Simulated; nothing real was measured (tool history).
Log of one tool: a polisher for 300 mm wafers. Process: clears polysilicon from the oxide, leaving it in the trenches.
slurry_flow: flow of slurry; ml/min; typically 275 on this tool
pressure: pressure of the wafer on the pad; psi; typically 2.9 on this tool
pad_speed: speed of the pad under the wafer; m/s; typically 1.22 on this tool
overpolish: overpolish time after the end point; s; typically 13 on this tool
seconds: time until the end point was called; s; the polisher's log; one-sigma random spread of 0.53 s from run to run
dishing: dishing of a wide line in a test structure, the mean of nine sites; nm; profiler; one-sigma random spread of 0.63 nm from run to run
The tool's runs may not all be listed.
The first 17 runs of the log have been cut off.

run,hour,slurry_flow,pressure,pad_speed,overpolish,"incoming thickness of the incoming film, nm",seconds,dishing
18,478.3,275,2.9,1.22,13,495.4,27.8,52
# hour 480.5: head pressure recalibrated
19,502.6,275,3.7,1.22,13,488,23.7,52.1
20,533.9,275,1.9,1.22,15,489.4,48.5,50.4
21,549.4,220,2.4,1.22,15,491,38.9,51.2
22,567.2,345,3.9,0.92,18,490.5,31.2,52.2
# hour 580.2: worn pad replaced by a new one
23,584.9,275,2.9,1.34,9,498.1,26.5,51.1
24,600.9,275,2.9,1.22,13,492.6,28.7,52.1
25,632.6,210,2.2,1.22,13,483.9,36.9,51.3
26,660.4,365,2.9,1,9,491,34.5,49.7
27,682.2,370,2.9,1.52,19,490.7,22.3,52.2
28,708.3,275,2.9,1.34,9,499.7,26.9,50.2
29,721.3,275,2.9,1.22,13,488.6,28.8,52.8
30,757,300,2.2,1.22,13,491.1,39.5,51.7
# hour 762.9: worn pad replaced by a new one
31,779.7,275,2.9,1.48,13,489.7,22.2,52.4
32,814.7,275,2.9,1.64,9,497.3,21,52.7

Run 33 comes next. What will it give?
33,830.9,370,2.2,1.22,20,488.8,?,?

seconds: 36 s
dishing: 54.3 nm
With no hidden state in the tool, this same run would have given seconds 37.5 s, dishing 54.2 nm.
